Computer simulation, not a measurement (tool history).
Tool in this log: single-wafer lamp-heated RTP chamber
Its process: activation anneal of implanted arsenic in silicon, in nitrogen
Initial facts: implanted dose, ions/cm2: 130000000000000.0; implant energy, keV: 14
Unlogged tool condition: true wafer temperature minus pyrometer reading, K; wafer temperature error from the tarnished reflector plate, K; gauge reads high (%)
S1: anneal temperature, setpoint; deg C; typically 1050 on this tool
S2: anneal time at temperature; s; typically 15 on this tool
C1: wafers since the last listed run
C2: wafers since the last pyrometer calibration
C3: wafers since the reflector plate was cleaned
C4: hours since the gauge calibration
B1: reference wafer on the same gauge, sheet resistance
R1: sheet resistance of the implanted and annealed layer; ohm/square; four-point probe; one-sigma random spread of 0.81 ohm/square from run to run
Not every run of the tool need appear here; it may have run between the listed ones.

Run 1, hour 0: usual settings but S2 19 s; C1 0; C2 3542; C3 8748; C4 192.9; B1 607.71. Result: R1 539.18 ohm/square.
At hour 9.6: pyrometer window cleaned and pyrometer calibrated.
Run 2, hour 48.4: usual settings but S2 19 s; C1 478; C2 459; C3 9226; C4 241.3; B1 608.07. Result: R1 539.51 ohm/square.
At hour 81.5: gauge calibrated.
Run 3, hour 86.4: usual settings; C1 449; C2 909; C3 9676; C4 4.9; B1 608.04. Result: R1 542.36 ohm/square.
Run 4, hour 133.9: usual settings; C1 562; C2 1471; C3 10238; C4 52.4; B1 607.95. Result: R1 541.45 ohm/square.
Run 5, hour 179.3: usual settings; C1 537; C2 2008; C3 10775; C4 97.8; B1 608.37. Result: R1 541.34 ohm/square.
Run 6, hour 210.4: usual settings but S2 11 s; C1 368; C2 2377; C3 11143; C4 128.9; B1 608. Result: R1 544.81 ohm/square.
At hour 227.6: reflector plate cleaned.
Run 7, hour 246.7: usual settings but S2 11 s; C1 334; C2 2711; C3 226; C4 165.2; B1 607.96. Result: R1 544.35 ohm/square.
At hour 289.2: pyrometer window cleaned and pyrometer calibrated.
Run 8, hour 289.7: usual settings but S1 1036 deg C, S2 8 s; C1 414; C2 5; C3 640; C4 208.2; B1 607.82. Result: R1 548.49 ohm/square.
Run 9, hour 323.5: usual settings but S2 7 s; C1 400; C2 405; C3 1040; C4 242; B1 608.15. Result: R1 548.28 ohm/square.
At hour 360: gauge calibrated.
Run 10, hour 363.2: usual settings but S2 21 s; C1 469; C2 875; C3 1510; C4 3.2; B1 608.14. Result: R1 534.72 ohm/square.
At hour 389.8: pyrometer window cleaned and pyrometer calibrated, repeated, since the last time left the tool worse.
Run 11, hour 401.5: usual settings; C1 358; C2 138; C3 1869; C4 41.5; B1 608.04. Result: R1 542.28 ohm/square.
Run 12, hour 445.2: usual settings but S1 1067 deg C, S2 6 s; C1 517; C2 655; C3 2386; C4 85.2; B1 608.32. Result: R1 547.24 ohm/square.
Run 13, hour 516.3: usual settings; C1 841; C2 1497; C3 3227; C4 156.3; B1 607.93. Result: R1 540.89 ohm/square.
Run 14, hour 564.5: usual settings but S1 1061 deg C, S2 11 s; C1 570; C2 2067; C3 3798; C4 204.5; B1 608.1. Result: R1 542.49 ohm/square.

Predict each of these 3 candidate next runs independently; none follows another, all start after run 14:
Run A, hour 564.9: usual settings but S1 1067 deg C; C1 4; C2 2072; C3 3803; C4 204.9; B1 ?. Result: R1 ?.
Run B, hour 564.9: usual settings but S1 1078 deg C, S2 12 s; C1 4; C2 2072; C3 3803; C4 204.9; B1 ?. Result: R1 ?.
Run C, hour 564.9: usual settings but S1 1079 deg C, S2 22 s; C1 4; C2 2072; C3 3803; C4 204.9; B1 ?. Result: R1 ?.

run      B1      R1
  A  607.91  537.13
  B  607.91  536.81
  C  607.91  526.01
Without the tool's hidden state the same runs would have given:
run      R1
  A  539.22
  B  538.93
  C  529.11

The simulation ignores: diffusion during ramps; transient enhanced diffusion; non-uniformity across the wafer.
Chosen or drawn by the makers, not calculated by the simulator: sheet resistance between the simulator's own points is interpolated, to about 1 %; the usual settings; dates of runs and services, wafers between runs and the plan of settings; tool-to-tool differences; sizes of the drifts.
